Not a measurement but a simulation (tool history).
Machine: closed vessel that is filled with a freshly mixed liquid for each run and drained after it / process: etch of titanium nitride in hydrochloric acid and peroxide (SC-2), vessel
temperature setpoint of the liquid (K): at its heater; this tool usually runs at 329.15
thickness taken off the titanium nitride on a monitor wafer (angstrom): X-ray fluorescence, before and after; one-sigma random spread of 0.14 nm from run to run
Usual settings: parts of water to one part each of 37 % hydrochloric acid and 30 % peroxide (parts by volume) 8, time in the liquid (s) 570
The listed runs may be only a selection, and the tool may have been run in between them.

run	hour	temperature setpoint of the liquid (K)	parts of water to one part each of 37 % hydrochloric acid and 30 % peroxide (parts by volume)	time in the liquid (s)	read-back film thickness of the titanium nitride reference wafer, read on the same gauge (nm)	thickness taken off the titanium nitride on a monitor wafer (angstrom)
1	0	329.15	8	570	30.02	213.8
# hour 14: gauge calibrated
2	19.4	329.15	8	570	29.99	211.5
3	32.6	329.15	8	570	30	210.9
4	66.1	329.15	8	570	29.97	209.9
5	86.4	329.15	8	570	30	211.9
6	117.9	329.15	8	720	29.95	267.4
7	141.4	329.15	8	720	30.03	267.2
8	167.8	329.15	8	790	30.01	289.7
9	192.5	329.15	8	790	30.01	290.6
10	209.8	335.65	8	570	29.97	316.4
11	238.2	335.65	8	570	30.01	315
12	263.4	335.65	8	570	29.98	313.4
13	294.8	329.15	8	570	30.02	210.7
14	324.4	334.65	11	570	29.98	226.7
15	343.5	329.15	8	570	30.01	207.2
16	358.4	333.65	9.5	815	30.01	340.3
# hour 382.4: new drum of peroxide connected
# hour 391.6: thermometer replaced
17	421.5	329.15	5.5	480	30.02	235.6
18	442.7	332.15	5	570	29.99	362
# hour 450.9: chemicals flow meter replaced
19	454.9	329.15	8	570	30.01	230.1
# hour 479.1: gauge calibrated
20	484.4	329.15	9	900	30.02	330.8
21	503.4	329.15	4.5	570	29.99	354.9
22	524.1	336.15	4.5	570	29.99	554.8
23	558	329.15	8	570	30	229
24	588.1	324.65	11.5	855	30	190.6
25	601.2	324.65	5	685	30.01	293.2
26	628.9	337.15	8	570	30	376.2

Some steps in thickness taken off the titanium nitride on a monitor wafer (angstrom), run to run, broken into two amounts with sign: the step expected even without the hidden condition (settings, incoming material, random variation), and the rest, left for the hidden condition together with whatever gauge scatter is not in both the measured and the hidden-condition-free result:
The tool's hidden condition here consists of: liquid hotter than its thermometer reads (K); chemicals flow below the setpoint (%); peroxide weaker than its label (%); gauge reads high (%).
Run 15 -> 16: temperature setpoint of the liquid (K) 329.15 -> 333.65, parts of water to one part each of 37 % hydrochloric acid and 30 % peroxide (parts by volume) 8 -> 9.5, time in the liquid (s) 570 -> 815. thickness taken off the titanium nitride on a monitor wafer (angstrom) +133.1: hidden state -16.1, all else +149.2.
Run 18 -> 19: temperature setpoint of the liquid (K) 332.15 -> 329.15, parts of water to one part each of 37 % hydrochloric acid and 30 % peroxide (parts by volume) 5 -> 8, chemicals flow meter replaced. thickness taken off the titanium nitride on a monitor wafer (angstrom) -131.9: hidden state +37.4, all else -169.3.
Run 21 -> 22: temperature setpoint of the liquid (K) 329.15 -> 336.15. thickness taken off the titanium nitride on a monitor wafer (angstrom) +199.9: hidden state -1.2, all else +201.1.
Run 22 -> 23: temperature setpoint of the liquid (K) 336.15 -> 329.15, parts of water to one part each of 37 % hydrochloric acid and 30 % peroxide (parts by volume) 4.5 -> 8. thickness taken off the titanium nitride on a monitor wafer (angstrom) -325.8: hidden state +0.8, all else -326.6.
